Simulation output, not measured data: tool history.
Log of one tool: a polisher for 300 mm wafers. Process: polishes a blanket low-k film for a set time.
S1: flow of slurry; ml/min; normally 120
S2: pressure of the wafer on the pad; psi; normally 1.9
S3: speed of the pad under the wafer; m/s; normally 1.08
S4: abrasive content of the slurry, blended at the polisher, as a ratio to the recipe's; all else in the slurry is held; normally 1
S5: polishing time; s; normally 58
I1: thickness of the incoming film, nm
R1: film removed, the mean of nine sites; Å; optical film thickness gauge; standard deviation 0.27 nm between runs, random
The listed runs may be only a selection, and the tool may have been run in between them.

| run | hour | S1 | S2 | S3 | S4 | S5 | I1 | R1 |
|---|---|---|---|---|---|---|---|---|
| 1 | 0 | 120 | 1.9 | 1.08 | 1 | 58 | 395.9 | 238 |
| 2 | 25 | 120 | 1.9 | 1.08 | 1 | 58 | 396.2 | 233 |
| 3 | 45.5 | 120 | 1.9 | 1.08 | 1 | 58 | 395.9 | 230 |
| 4 | 69.9 | 120 | 1.9 | 1.08 | 1 | 58 | 399.9 | 235 |
|  | 74.7 | worn pad replaced by a new one |
| 5 | 85.7 | 120 | 1.9 | 1.08 | 1.1 | 58 | 399.1 | 245 |
|  | 97.7 | head pressure recalibrated |
| 6 | 102.7 | 120 | 2.1 | 1.4 | 0.8 | 42 | 406.3 | 186 |
| 7 | 121.5 | 120 | 1.9 | 1.08 | 1 | 64 | 401.8 | 259 |
| 8 | 134.7 | 120 | 2.4 | 1.22 | 0.85 | 58 | 395.8 | 274 |
|  | 149.8 | slurry nozzle cleaned |
| 9 | 159 | 120 | 1.9 | 1.16 | 1 | 58 | 401.5 | 242 |
| 10 | 185.1 | 120 | 1.9 | 1.2 | 1 | 74 | 397.7 | 321 |
|  | 204.1 | slurry blender recalibrated |
| 11 | 212.9 | 105 | 1.9 | 1.08 | 1 | 67 | 399.6 | 259 |
|  | 250.1 | conditioning disc replaced and pad reconditioned |
| 12 | 250.6 | 95 | 2.4 | 1.18 | 1 | 39 | 394.2 | 204 |
| 13 | 283.6 | 120 | 1.6 | 1.24 | 0.85 | 77 | 398.8 | 256 |
|  | 289 | worn pad replaced by a new one |
| 14 | 295.8 | 120 | 1.9 | 1.08 | 1.15 | 69 | 401.4 | 303 |
| 15 | 331.7 | 120 | 1.9 | 1.08 | 1.2 | 58 | 404 | 265 |
| 16 | 345.5 | 120 | 1.4 | 0.72 | 1.15 | 72 | 398.7 | 179 |
| 17 | 380.7 | 120 | 1.9 | 1.08 | 1 | 58 | 399.9 | 233 |
| 18 | 407.2 | 120 | 2.1 | 1.08 | 0.8 | 58 | 406.6 | 203 |
| 19 | 426.5 | 120 | 1.9 | 1.08 | 1 | 58 | 398.5 | 231 |
| 20 | 441.2 | 120 | 1.9 | 1.08 | 1 | 58 | 405.7 | 235 |
| 21 | 468.1 | 120 | 1.9 | 1.08 | 1 | 58 | 397.8 | 234 |
| 22 | 492.8 | 90 | 1.9 | 1.08 | 1 | 58 | 404.5 | 218 |
|  | 504.2 | worn pad replaced by a new one |
| 23 | 505.1 | 120 | 1.9 | 1.16 | 1 | 58 | 397.7 | 249 |
| 24 | 526.1 | 135 | 1.9 | 1.08 | 1 | 64 | 400.8 | 260 |
| 25 | 538.8 | 120 | 1.9 | 1.08 | 1 | 44 | 400.3 | 175 |

Each row is a separate what-if for the run after 25, all from the same tool condition, not one after another. Results?
| A | 539.2 | 120 | 1.9 | 1.08 | 1 | 58 | 405.2 | ? |
| B | 539.2 | 135 | 1.9 | 0.98 | 1.2 | 42 | 405.2 | ? |
| C | 539.2 | 110 | 1.9 | 0.72 | 1 | 48 | 405.2 | ? |
| D | 539.2 | 90 | 1.9 | 1.08 | 0.8 | 74 | 405.2 | ? |
| E | 539.2 | 135 | 2.2 | 0.94 | 1 | 58 | 405.2 | ? |

| run | R1 |
|---|---|
| A | 238 |
| B | 184 |
| C | 140 |
| D | 234 |
| E | 247 |
The same runs, with their run-to-run variation unchanged, on a tool lacking any hidden condition would have given:
| run | R1 |
|---|---|
| A | 238 |
| B | 184 |
| C | 140 |
| D | 234 |
| E | 247 |
